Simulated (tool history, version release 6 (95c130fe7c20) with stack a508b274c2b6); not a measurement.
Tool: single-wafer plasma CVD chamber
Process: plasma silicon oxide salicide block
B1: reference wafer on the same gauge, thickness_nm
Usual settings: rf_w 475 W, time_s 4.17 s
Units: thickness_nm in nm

Run 1, day 0.000: usual settings; B1 45.790. Result: thickness_nm 44.497 nm.
Run 2, day 3.312: usual settings but time_s 4.76 s; B1 45.848. Result: thickness_nm 50.910 nm.
Run 3, day 7.583: usual settings but rf_w 415 W; B1 45.818. Result: thickness_nm 41.614 nm.
Run 4, day 10.429: usual settings but rf_w 415 W; B1 45.785. Result: thickness_nm 41.724 nm.
Run 5, day 12.733: usual settings but rf_w 415 W; B1 45.817. Result: thickness_nm 41.727 nm.
Run 6, day 17.625: usual settings but time_s 3.54 s; B1 45.854. Result: thickness_nm 37.795 nm.
Run 7, day 21.625: usual settings but time_s 3.54 s; B1 45.798. Result: thickness_nm 37.924 nm.
Run 8, day 24.788: usual settings; B1 45.804. Result: thickness_nm 44.401 nm.
Run 9, day 27.538: usual settings; B1 45.787. Result: thickness_nm 44.465 nm.
Run 10, day 29.538: usual settings but time_s 4.60 s; B1 45.823. Result: thickness_nm 49.000 nm.
Run 11, day 32.888: usual settings; B1 45.830. Result: thickness_nm 44.395 nm.
Run 12, day 34.912: usual settings; B1 45.826. Result: thickness_nm 44.154 nm.
Run 13, day 36.900: usual settings; B1 45.779. Result: thickness_nm 44.321 nm.
At day 39.821: showerhead replaced.
Run 14, day 40.275: usual settings; B1 45.842. Result: thickness_nm 44.309 nm.
Run 15, day 44.396: usual settings; B1 45.774. Result: thickness_nm 44.116 nm.
Run 16, day 48.379: usual settings; B1 45.784. Result: thickness_nm 44.247 nm.
Run 17, day 50.342: usual settings but time_s 3.83 s; B1 45.814. Result: thickness_nm 40.533 nm.
Run 18, day 52.025: usual settings but rf_w 430 W; B1 45.826. Result: thickness_nm 41.874 nm.
Run 19, day 56.504: usual settings; B1 45.777. Result: thickness_nm 44.082 nm.
Run 20, day 59.833: usual settings but rf_w 520 W; B1 45.805. Result: thickness_nm 45.796 nm.

Forecast run 21:
At day 60.796: RF generator calibrated.
Run 21, day 63.988: usual settings but rf_w 500 W, time_s 4.48 s; B1 ?. Result: thickness_nm ?.

B1: 45.784
thickness_nm: 49.266 nm
Without the tool's hidden state the same run would have given thickness_nm 49.358 nm.
